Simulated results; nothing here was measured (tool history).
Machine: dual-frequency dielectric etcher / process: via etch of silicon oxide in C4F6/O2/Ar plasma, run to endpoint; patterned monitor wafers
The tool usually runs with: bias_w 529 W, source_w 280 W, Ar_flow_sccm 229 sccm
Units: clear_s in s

| run | day | bias_w | source_w | Ar_flow_sccm | wafers since the last listed run | hours since the last wet clean | hours since the last bias power generator calibration | hours since the last source power generator calibration | hours since the last Ar flow controller change | hours since the last upper electrode change | incoming incoming film thickness, nm | clear_s |
|---|---|---|---|---|---|---|---|---|---|---|---|---|
| 1 | 0 | 529 | 230 | 229 | 0 | 306.9 | 3009.6 | 3461.8 | 2143.9 | 4241.4 | 122.5 | 32.7 |
| 2 | 1.442 | 529 | 230 | 229 | 518 | 341.5 | 3044.2 | 3496.4 | 2178.5 | 4276 | 122.4 | 32.7 |
| 3 | 2.667 | 529 | 280 | 229 | 440 | 370.9 | 3073.6 | 3525.8 | 2207.9 | 4305.4 | 122.6 | 29.9 |
| 4 | 10.879 | 529 | 280 | 229 | 2951 | 568 | 3270.7 | 3722.9 | 2405 | 4502.5 | 123.1 | 29.6 |
| 5 | 12.446 | 529 | 280 | 229 | 563 | 605.6 | 3308.3 | 3760.5 | 2442.6 | 4540.1 | 122.5 | 29.2 |
|  | 13.633 | wet clean of the chamber |
|  | 14.958 | upper electrode replaced, of another model than before |
| 6 | 14.979 | 529 | 280 | 229 | 191 | 32.3 | 3369.1 | 3821.3 | 2503.4 | 0.5 | 123.1 | 31 |
| 7 | 16.083 | 434 | 280 | 229 | 396 | 58.8 | 3395.6 | 3847.8 | 2529.9 | 27 | 123.8 | 32.7 |
| 8 | 18.488 | 529 | 280 | 229 | 864 | 116.5 | 3453.3 | 3905.5 | 2587.6 | 84.7 | 123.1 | 30.7 |
| 9 | 20.3 | 529 | 300 | 229 | 651 | 160 | 3496.8 | 3949 | 2631.1 | 128.2 | 122.7 | 30 |
|  | 20.683 | bias power generator calibrated |
|  | 22.946 | Ar flow controller replaced |
| 10 | 23.104 | 652 | 210 | 183 | 858 | 227.3 | 58.1 | 4016.3 | 3.8 | 195.5 | 122.7 | 30.6 |
| 11 | 25.071 | 489 | 230 | 190 | 706 | 274.5 | 105.3 | 4063.5 | 51 | 242.7 | 122 | 31.7 |
| 12 | 27.8 | 529 | 280 | 229 | 980 | 340 | 170.8 | 4129 | 116.5 | 308.2 | 121.3 | 29.8 |
| 13 | 29.217 | 529 | 280 | 178 | 509 | 374 | 204.8 | 4163 | 150.5 | 342.2 | 123.4 | 29.4 |
| 14 | 30.442 | 406 | 330 | 192 | 440 | 403.4 | 234.2 | 4192.4 | 179.9 | 371.6 | 121.1 | 29.5 |
|  | 32.25 | source power generator calibrated |
| 15 | 32.712 | 529 | 280 | 229 | 756 | 457.9 | 288.7 | 11.1 | 234.4 | 426.1 | 123.4 | 30 |
| 16 | 34.488 | 403 | 280 | 229 | 637 | 500.5 | 331.3 | 53.7 | 277 | 468.7 | 122.9 | 31.8 |
| 17 | 35.529 | 529 | 280 | 229 | 374 | 525.5 | 356.3 | 78.7 | 302 | 493.7 | 123 | 29.8 |
| 18 | 37.9 | 450 | 260 | 211 | 852 | 582.4 | 413.2 | 135.6 | 358.9 | 550.6 | 121.4 | 30.8 |
| 19 | 40.804 | 468 | 280 | 229 | 1043 | 652.1 | 482.9 | 205.3 | 428.6 | 620.3 | 122.4 | 30.2 |

Hidden state at the last listed run before each entry between runs and at the first one after, where it differs:
Between runs 5 and 6: wet clean of the chamber (day 13.633); upper electrode replaced, of another model than before (day 14.958)
  etch rate over this chamber's usual, %: 5.23 -> -0.336
  the result without the hidden state subtracted from the measured one, clear_s: -1.6 -> +0.1 s
Between runs 9 and 10: bias power generator calibrated (day 20.683); Ar flow controller replaced (day 22.946)
  etch rate over this chamber's usual, %: 0.714 -> 1.27
  the result without the hidden state subtracted from the measured one, clear_s: -0.2 -> -0.3 s
Between runs 14 and 15: source power generator calibrated (day 32.25)
  etch rate over this chamber's usual, %: 2.71 -> 3.16
  the result without the hidden state subtracted from the measured one, clear_s: -0.8 -> -0.9 s

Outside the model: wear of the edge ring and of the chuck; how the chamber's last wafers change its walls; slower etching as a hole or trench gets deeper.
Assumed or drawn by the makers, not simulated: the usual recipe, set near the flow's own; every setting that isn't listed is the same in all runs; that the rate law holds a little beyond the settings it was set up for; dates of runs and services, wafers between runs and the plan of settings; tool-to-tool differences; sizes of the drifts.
